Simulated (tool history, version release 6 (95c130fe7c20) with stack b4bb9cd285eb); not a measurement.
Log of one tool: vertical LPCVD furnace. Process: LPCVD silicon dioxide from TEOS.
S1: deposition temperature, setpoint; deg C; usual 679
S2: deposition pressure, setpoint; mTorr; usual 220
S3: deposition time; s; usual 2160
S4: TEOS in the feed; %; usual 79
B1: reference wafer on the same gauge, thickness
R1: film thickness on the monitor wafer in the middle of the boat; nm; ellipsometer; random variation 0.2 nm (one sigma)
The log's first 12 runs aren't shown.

{"run": 13, "hour": 136.7, "S1": 679, "S2": 270, "S3": 2160, "S4": 79, "B1": 129.94, "R1": 158.02}
{"run": 14, "hour": 144.4, "S1": 684, "S2": 205, "S3": 2520, "S4": 83, "B1": 130.03, "R1": 185.6}
{"run": 15, "hour": 152.0, "S1": 679, "S2": 240, "S3": 2160, "S4": 79, "B1": 129.99, "R1": 149.6}
{"run": 16, "hour": 168.4, "S1": 679, "S2": 220, "S3": 2160, "S4": 79, "B1": 130.07, "R1": 142.88}
{"run": 17, "hour": 185.8, "S1": 679, "S2": 165, "S3": 2160, "S4": 79, "B1": 130.05, "R1": 123.5}
{"run": 18, "hour": 211.3, "S1": 670, "S2": 255, "S3": 2160, "S4": 79, "B1": 129.91, "R1": 123.63}
{"run": 19, "hour": 218.2, "S1": 679, "S2": 220, "S3": 2160, "S4": 79, "B1": 129.95, "R1": 143.46}
{"hour": 234.3, "done": "gauge calibrated"}
{"hour": 251.0, "done": "thermocouples replaced and temperature profile calibrated"}
{"hour": 255.9, "done": "TEOS flow controller replaced"}
{"hour": 261.2, "done": "pressure gauge zeroed"}
{"run": 20, "hour": 261.7, "S1": 679, "S2": 220, "S3": 2160, "S4": 79, "B1": 130.05, "R1": 137.71}
{"run": 21, "hour": 265.6, "S1": 679, "S2": 245, "S3": 2760, "S4": 79, "B1": 129.99, "R1": 185.98}
{"run": 22, "hour": 269.5, "S1": 686, "S2": 170, "S3": 2520, "S4": 72, "B1": 130.03, "R1": 159.85}

Forecast run 23:
{"run": 23, "hour": 273.4, "S1": 679, "S2": 220, "S3": 2820, "S4": 71, "B1": "?", "R1": "?"}

{"run 23": {"B1": 129.97, "R1": 171.01}}
Without the tool's hidden state the same run would have given R1 168.92 nm.

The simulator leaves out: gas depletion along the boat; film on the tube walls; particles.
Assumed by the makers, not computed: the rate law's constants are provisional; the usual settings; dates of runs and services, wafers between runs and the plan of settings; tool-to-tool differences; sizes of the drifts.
